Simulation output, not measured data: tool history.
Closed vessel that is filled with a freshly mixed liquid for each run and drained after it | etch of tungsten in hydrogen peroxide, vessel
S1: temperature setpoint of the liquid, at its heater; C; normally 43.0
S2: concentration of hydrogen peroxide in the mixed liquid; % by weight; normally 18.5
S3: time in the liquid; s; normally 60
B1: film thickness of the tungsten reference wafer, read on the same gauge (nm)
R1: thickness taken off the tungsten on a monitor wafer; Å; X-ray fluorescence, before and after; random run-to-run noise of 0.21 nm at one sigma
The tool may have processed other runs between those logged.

run,hour,S1,S2,S3,B1,R1
1,0.0,47.0,18.5,60,100.03,597.4
2,29.2,47.0,18.5,60,99.98,598.1
3,80.3,47.0,18.5,60,100.02,592.5
4,113.5,43.0,20.5,60,99.98,490.0
5,175.6,43.0,20.5,60,100.03,481.6
6,243.2,43.0,20.5,60,99.99,484.9
# hour 291.2: new drum of peroxide connected
7,292.8,43.0,18.5,45,99.95,358.3
# hour 300.1: gauge calibrated
8,321.3,43.0,18.5,40,100.03,316.3
# hour 340.7: peroxide flow meter replaced
9,363.7,43.0,13.5,35,100.03,250.7
10,389.4,39.0,15.0,30,99.98,173.7
11,459.1,43.0,15.0,60,100.00,451.4
12,485.1,43.0,21.0,35,100.00,308.5
13,534.2,43.0,15.0,60,99.98,448.6
# hour 554.5: thermometer replaced
14,593.5,53.0,21.5,45,99.98,747.0
15,635.3,35.5,18.5,30,99.98,150.5
16,687.0,43.0,18.5,75,99.96,618.6
17,747.2,43.0,20.5,60,99.97,514.1

What if the next run were any one of these 5? Each begins from the tool's condition after run 17:
A,747.9,43.0,18.5,60,?,?
B,747.9,47.5,18.5,60,?,?
C,747.9,43.0,14.0,60,?,?
D,747.9,39.5,18.5,60,?,?
E,747.9,43.0,21.0,45,?,?

run,B1,R1
A,99.96,493.4
B,99.96,655.0
C,99.96,429.2
D,99.96,393.6
E,99.96,394.3
Take away the tool's hidden state, keep each run's random variation, and the runs would have read:
run,R1
A,511.8
B,679.4
C,445.2
D,408.2
E,408.9
